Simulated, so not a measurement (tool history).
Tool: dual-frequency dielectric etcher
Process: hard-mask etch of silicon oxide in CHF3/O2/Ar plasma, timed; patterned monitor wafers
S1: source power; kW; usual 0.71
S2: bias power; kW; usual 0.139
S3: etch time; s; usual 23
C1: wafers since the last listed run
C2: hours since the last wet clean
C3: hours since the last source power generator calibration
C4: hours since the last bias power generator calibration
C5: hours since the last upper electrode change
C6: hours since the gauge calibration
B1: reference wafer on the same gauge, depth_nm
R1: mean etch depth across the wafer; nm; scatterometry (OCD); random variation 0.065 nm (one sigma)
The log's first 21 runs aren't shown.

run   hour    S1     S2    S3   C1     C2     C3     C4     C5     C6     B1     R1
 22  245.9  0.84  0.122  29.5   95  207.7  204.1  256.4  196.8  169.1     42  55.84
 23  253.3  0.78  0.106  26.5   67  215.1  211.5  263.8  204.2  176.5  41.97  46.57
 24  262.3  0.71  0.149    23   82  224.1  220.5  272.8  213.2  185.5  42.03  44.64
 25  270.7  0.71  0.149    21   77  232.5  228.9  281.2  221.6  193.9  41.99  40.78
 26  284.5  0.71  0.139    23  126  246.3  242.7    295  235.4  207.7     42  43.62
 27  298.1  0.62  0.121  28.5  124  259.9  256.3  308.6    249  221.3  41.99  49.11
 28  311.9  0.61  0.139    23  126  273.7  270.1  322.4  262.8  235.1  41.99  41.77
 29  320.8  0.83  0.115  28.5   81  282.6    279  331.3  271.7    244     42  52.71
 30    330  0.88  0.171  28.5   84  291.8  288.2  340.5  280.9  253.2     42  62.03

4 ways to go on from here, each from the tool as it stands after run 30. What would each give?
  A  330.4  0.71  0.139  16.5   3  292.2  288.6  340.9  281.3  253.6   ?   ?
  B  330.4  0.62   0.11  25.5   3  292.2  288.6  340.9  281.3  253.6   ?   ?
  C  330.4  0.59  0.139  18.5   3  292.2  288.6  340.9  281.3  253.6   ?   ?
  D  330.4   0.8  0.154    29   3  292.2  288.6  340.9  281.3  253.6   ?   ?

run  B1     R1
  A  42   31.3
  B  42  42.61
  C  42  33.33
  D  42  59.22
Without the tool's hidden state the same runs would have given:
run     R1
  A  31.14
  B  42.38
  C  33.15
  D   58.9
